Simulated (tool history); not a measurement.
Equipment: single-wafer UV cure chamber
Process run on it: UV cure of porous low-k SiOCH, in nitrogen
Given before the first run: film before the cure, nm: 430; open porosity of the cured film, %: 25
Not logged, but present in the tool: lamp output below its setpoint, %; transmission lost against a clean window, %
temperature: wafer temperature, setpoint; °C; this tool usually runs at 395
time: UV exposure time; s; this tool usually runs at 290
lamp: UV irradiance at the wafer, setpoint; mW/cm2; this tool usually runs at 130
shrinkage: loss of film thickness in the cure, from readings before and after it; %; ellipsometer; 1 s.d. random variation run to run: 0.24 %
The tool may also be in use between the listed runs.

| run | hour | temperature | time | lamp | wafers since the last listed run | hours since the UV bulbs were replaced | wafers since the quartz window was cleaned | shrinkage |
|---|---|---|---|---|---|---|---|---|
| 1 | 0 | 395 | 290 | 116 | 0 | 1872.6 | 1806 | 13.529 |
|  | 33.7 | quartz window cleaned |
| 2 | 35.7 | 395 | 290 | 116 | 236 | 1908.3 | 17 | 14.641 |
| 3 | 101.9 | 395 | 290 | 116 | 565 | 1974.5 | 582 | 14.148 |
| 4 | 152.6 | 395 | 290 | 158 | 433 | 2025.2 | 1015 | 15.455 |
| 5 | 185.2 | 395 | 290 | 158 | 278 | 2057.8 | 1294 | 15.405 |
|  | 247 | quartz window cleaned |
| 6 | 247.5 | 395 | 290 | 158 | 463 | 2120.1 | 4 | 16.595 |
| 7 | 313.8 | 395 | 290 | 130 | 566 | 2186.4 | 570 | 14.751 |
| 8 | 355.1 | 395 | 290 | 130 | 352 | 2227.7 | 923 | 14.927 |
| 9 | 426.4 | 395 | 405 | 130 | 609 | 2299 | 1532 | 16.105 |
|  | 439.2 | UV bulbs replaced |
|  | 483.8 | quartz window cleaned |
| 10 | 488 | 395 | 405 | 130 | 389 | 48.8 | 36 | 17.111 |
| 11 | 532.2 | 395 | 405 | 130 | 377 | 93 | 413 | 16.275 |
| 12 | 562.2 | 395 | 290 | 130 | 256 | 123 | 670 | 14.823 |
| 13 | 630.7 | 388 | 355 | 91 | 585 | 191.5 | 1255 | 13.213 |
|  | 689.7 | quartz window cleaned |
| 14 | 702.2 | 389 | 195 | 130 | 542 | 263 | 106 | 13.009 |
| 15 | 733.9 | 379 | 290 | 162 | 270 | 294.7 | 377 | 15.785 |
| 16 | 758.2 | 395 | 400 | 130 | 207 | 319 | 585 | 16.404 |
| 17 | 824 | 395 | 290 | 130 | 562 | 384.8 | 1147 | 14.251 |
| 18 | 882.3 | 395 | 290 | 130 | 498 | 443.1 | 1645 | 14.517 |
| 19 | 926.5 | 384 | 445 | 111 | 377 | 487.3 | 2022 | 15.394 |
|  | 940.3 | quartz window cleaned |
| 20 | 962.6 | 379 | 245 | 149 | 240 | 523.4 | 190 | 14.494 |
| 21 | 1012.6 | 401 | 290 | 167 | 427 | 573.4 | 617 | 16.279 |
| 22 | 1046.7 | 395 | 445 | 130 | 291 | 607.5 | 908 | 16.833 |
| 23 | 1076.2 | 395 | 290 | 157 | 251 | 637 | 1160 | 15.452 |
| 24 | 1102.2 | 412 | 375 | 146 | 222 | 663 | 1382 | 16.374 |

Hidden state, per run?
lamp output below its setpoint, %: 0 on each run
H1: transmission lost against a clean window, %
| run | H1 |
|---|---|
| 1 | 21.9 |
| 2 | 0.967 |
| 3 | 13.1 |
| 4 | 17.3 |
| 5 | 18.8 |
| 6 | 0.632 |
| 7 | 13.1 |
| 8 | 16.7 |
| 9 | 19.7 |
| 10 | 1.42 |
| 11 | 10.4 |
| 12 | 14 |
| 13 | 18.4 |
| 14 | 5.04 |
| 15 | 11.3 |
| 16 | 14.5 |
| 17 | 19.4 |
| 18 | 21.3 |
| 19 | 22 |
| 20 | 6.37 |
| 21 | 14 |
| 22 | 17 |
| 23 | 18.6 |
| 24 | 19.6 |
